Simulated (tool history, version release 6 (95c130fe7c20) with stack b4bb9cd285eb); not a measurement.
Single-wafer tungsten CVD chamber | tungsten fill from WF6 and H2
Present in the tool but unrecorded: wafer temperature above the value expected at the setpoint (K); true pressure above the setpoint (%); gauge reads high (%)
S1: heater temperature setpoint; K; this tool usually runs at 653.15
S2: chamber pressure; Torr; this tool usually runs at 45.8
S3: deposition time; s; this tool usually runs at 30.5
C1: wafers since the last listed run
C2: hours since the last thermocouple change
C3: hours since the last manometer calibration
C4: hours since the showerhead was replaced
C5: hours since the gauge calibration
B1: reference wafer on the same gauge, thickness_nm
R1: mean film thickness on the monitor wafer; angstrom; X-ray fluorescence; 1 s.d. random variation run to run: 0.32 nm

{"run": 1, "hour": 0.0, "S1": 653.15, "S2": 45.8, "S3": 30.5, "C1": 0, "C2": 1440.2, "C3": 1054.1, "C4": 2723.8, "C5": 1319, "B1": 68.724, "R1": 689.14}
{"run": 2, "hour": 45.0, "S1": 647.15, "S2": 38.2, "S3": 30.5, "C1": 731, "C2": 1485.2, "C3": 1099.1, "C4": 2768.8, "C5": 1364, "B1": 68.779, "R1": 592.48}
{"run": 3, "hour": 78.0, "S1": 647.15, "S2": 38.2, "S3": 30.5, "C1": 536, "C2": 1518.2, "C3": 1132.1, "C4": 2801.8, "C5": 1397, "B1": 68.777, "R1": 593.83}
{"run": 4, "hour": 149.1, "S1": 647.15, "S2": 38.2, "S3": 30.5, "C1": 1155, "C2": 1589.3, "C3": 1203.2, "C4": 2872.9, "C5": 1468.1, "B1": 68.864, "R1": 593.61}
{"run": 5, "hour": 205.0, "S1": 653.15, "S2": 45.8, "S3": 30.5, "C1": 908, "C2": 1645.2, "C3": 1259.1, "C4": 2928.8, "C5": 1524, "B1": 68.849, "R1": 685.66}
{"run": 6, "hour": 230.0, "S1": 653.15, "S2": 45.8, "S3": 26.2, "C1": 406, "C2": 1670.2, "C3": 1284.1, "C4": 2953.8, "C5": 1549, "B1": 68.909, "R1": 592.78}
{"hour": 290.6, "done": "gauge calibrated"}
{"run": 7, "hour": 297.9, "S1": 653.15, "S2": 45.8, "S3": 30.5, "C1": 1103, "C2": 1738.1, "C3": 1352, "C4": 3021.7, "C5": 7.3, "B1": 65.324, "R1": 658.37}
{"run": 8, "hour": 330.8, "S1": 644.15, "S2": 48.5, "S3": 30.5, "C1": 534, "C2": 1771, "C3": 1384.9, "C4": 3054.6, "C5": 40.2, "B1": 65.569, "R1": 567.9}
{"run": 9, "hour": 382.2, "S1": 659.15, "S2": 45.8, "S3": 30.5, "C1": 835, "C2": 1822.4, "C3": 1436.3, "C4": 3106, "C5": 91.6, "B1": 65.796, "R1": 732.14}
{"run": 10, "hour": 467.1, "S1": 659.15, "S2": 45.8, "S3": 30.5, "C1": 1380, "C2": 1907.3, "C3": 1521.2, "C4": 3190.9, "C5": 176.5, "B1": 66.197, "R1": 736.97}
{"run": 11, "hour": 503.9, "S1": 659.15, "S2": 45.8, "S3": 30.5, "C1": 598, "C2": 1944.1, "C3": 1558, "C4": 3227.7, "C5": 213.3, "B1": 66.338, "R1": 735.41}
{"run": 12, "hour": 542.1, "S1": 653.15, "S2": 45.8, "S3": 30.5, "C1": 620, "C2": 1982.3, "C3": 1596.2, "C4": 3265.9, "C5": 251.5, "B1": 66.576, "R1": 664.8}
{"run": 13, "hour": 591.4, "S1": 663.15, "S2": 45.8, "S3": 30.5, "C1": 801, "C2": 2031.6, "C3": 1645.5, "C4": 3315.2, "C5": 300.8, "B1": 66.755, "R1": 792.8}
{"hour": 622.1, "done": "thermocouple changed; heater temperature recalibrated"}
{"run": 14, "hour": 738.8, "S1": 661.15, "S2": 37.3, "S3": 28.2, "C1": 2266, "C2": 116.7, "C3": 1792.9, "C4": 3462.6, "C5": 448.2, "B1": 67.18, "R1": 682.19}
{"run": 15, "hour": 778.0, "S1": 662.15, "S2": 56, "S3": 34.2, "C1": 637, "C2": 155.9, "C3": 1832.1, "C4": 3501.8, "C5": 487.4, "B1": 67.343, "R1": 929.93}
{"run": 16, "hour": 840.9, "S1": 653.15, "S2": 45.8, "S3": 30.5, "C1": 1022, "C2": 218.8, "C3": 1895, "C4": 3564.7, "C5": 550.3, "B1": 67.447, "R1": 679.69}
{"hour": 973.7, "done": "showerhead replaced"}
{"run": 17, "hour": 1002.9, "S1": 653.15, "S2": 45.8, "S3": 35, "C1": 2503, "C2": 380.8, "C3": 2057, "C4": 29.2, "C5": 712.3, "B1": 67.818, "R1": 783.01}
{"run": 18, "hour": 1044.4, "S1": 660.15, "S2": 55.2, "S3": 30.5, "C1": 674, "C2": 422.3, "C3": 2098.5, "C4": 70.7, "C5": 753.8, "B1": 67.846, "R1": 797.2}
{"run": 19, "hour": 1115.9, "S1": 659.15, "S2": 39.2, "S3": 33.7, "C1": 1162, "C2": 493.8, "C3": 2170, "C4": 142.2, "C5": 825.3, "B1": 67.982, "R1": 808.34}
{"run": 20, "hour": 1163.0, "S1": 653.15, "S2": 45.8, "S3": 30.5, "C1": 765, "C2": 540.9, "C3": 2217.1, "C4": 189.3, "C5": 872.4, "B1": 68.021, "R1": 681.66}
{"run": 21, "hour": 1218.6, "S1": 653.15, "S2": 41.8, "S3": 26.9, "C1": 903, "C2": 596.5, "C3": 2272.7, "C4": 244.9, "C5": 928, "B1": 68.097, "R1": 585.45}
{"hour": 1245.3, "done": "capacitance manometer re-zeroed and calibrated"}
{"run": 22, "hour": 1290.1, "S1": 658.15, "S2": 45.8, "S3": 33.2, "C1": 1032, "C2": 668, "C3": 44.8, "C4": 316.4, "C5": 999.5, "B1": 68.142, "R1": 801.2}
{"run": 23, "hour": 1323.6, "S1": 659.15, "S2": 45.8, "S3": 30.5, "C1": 544, "C2": 701.5, "C3": 78.3, "C4": 349.9, "C5": 1033, "B1": 68.138, "R1": 758.86}
{"run": 24, "hour": 1383.6, "S1": 653.15, "S2": 52.7, "S3": 30.5, "C1": 975, "C2": 761.5, "C3": 138.3, "C4": 409.9, "C5": 1093, "B1": 68.12, "R1": 710.4}
{"run": 25, "hour": 1420.8, "S1": 660.15, "S2": 54.5, "S3": 34.5, "C1": 604, "C2": 798.7, "C3": 175.5, "C4": 447.1, "C5": 1130.2, "B1": 68.176, "R1": 911.39}
{"run": 26, "hour": 1460.4, "S1": 644.15, "S2": 45.8, "S3": 25.2, "C1": 643, "C2": 838.3, "C3": 215.1, "C4": 486.7, "C5": 1169.8, "B1": 68.272, "R1": 479.69}
{"run": 27, "hour": 1504.1, "S1": 639.15, "S2": 57.1, "S3": 30.5, "C1": 710, "C2": 882, "C3": 258.8, "C4": 530.4, "C5": 1213.5, "B1": 68.422, "R1": 551.9}
{"run": 28, "hour": 1541.2, "S1": 653.15, "S2": 36.8, "S3": 30.5, "C1": 603, "C2": 919.1, "C3": 295.9, "C4": 567.5, "C5": 1250.6, "B1": 68.3, "R1": 649.38}
{"run": 29, "hour": 1570.9, "S1": 653.15, "S2": 45.8, "S3": 30.5, "C1": 482, "C2": 948.8, "C3": 325.6, "C4": 597.2, "C5": 1280.3, "B1": 68.318, "R1": 681.68}
{"run": 30, "hour": 1611.8, "S1": 643.15, "S2": 45.8, "S3": 30.5, "C1": 664, "C2": 989.7, "C3": 366.5, "C4": 638.1, "C5": 1321.2, "B1": 68.356, "R1": 573.09}
{"run": 31, "hour": 1644.8, "S1": 653.15, "S2": 45.8, "S3": 30.5, "C1": 536, "C2": 1022.7, "C3": 399.5, "C4": 671.1, "C5": 1354.2, "B1": 68.462, "R1": 679.57}
{"run": 32, "hour": 1679.9, "S1": 648.15, "S2": 35.9, "S3": 30.5, "C1": 570, "C2": 1057.8, "C3": 434.6, "C4": 706.2, "C5": 1389.3, "B1": 68.549, "R1": 591.31}
{"run": 33, "hour": 1730.6, "S1": 657.15, "S2": 53.8, "S3": 33.2, "C1": 824, "C2": 1108.5, "C3": 485.3, "C4": 756.9, "C5": 1440, "B1": 68.499, "R1": 838.19}
{"run": 34, "hour": 1784.2, "S1": 665.15, "S2": 50.3, "S3": 34.5, "C1": 871, "C2": 1162.1, "C3": 538.9, "C4": 810.5, "C5": 1493.6, "B1": 68.488, "R1": 985.35}
{"run": 35, "hour": 1900.2, "S1": 639.15, "S2": 35, "S3": 27.8, "C1": 1885, "C2": 1278.1, "C3": 654.9, "C4": 926.5, "C5": 1609.6, "B1": 68.572, "R1": 458.88}

Hidden condition of the tool, last listed run before each entry between runs versus first listed run after:
Between runs 6 and 7: gauge calibrated (hour 290.6)
  gauge reads high (%): 4.84 -> -0.594
  measured minus no-state result, R1: +27.39 -> -3.93 angstrom
Between runs 13 and 14: thermocouple changed; heater temperature recalibrated (hour 622.1)
  gauge reads high (%): 1.54 -> 2.25
  measured minus no-state result, R1: +12.01 -> +15.04 angstrom
Between runs 16 and 17: showerhead replaced (hour 973.7)
  gauge reads high (%): 2.65 -> 3.15
  measured minus no-state result, R1: +17.55 -> +23.9 angstrom
Between runs 21 and 22: capacitance manometer re-zeroed and calibrated (hour 1245.3)
  gauge reads high (%): 3.62 -> 3.74
  measured minus no-state result, R1: +20.47 -> +28.91 angstrom
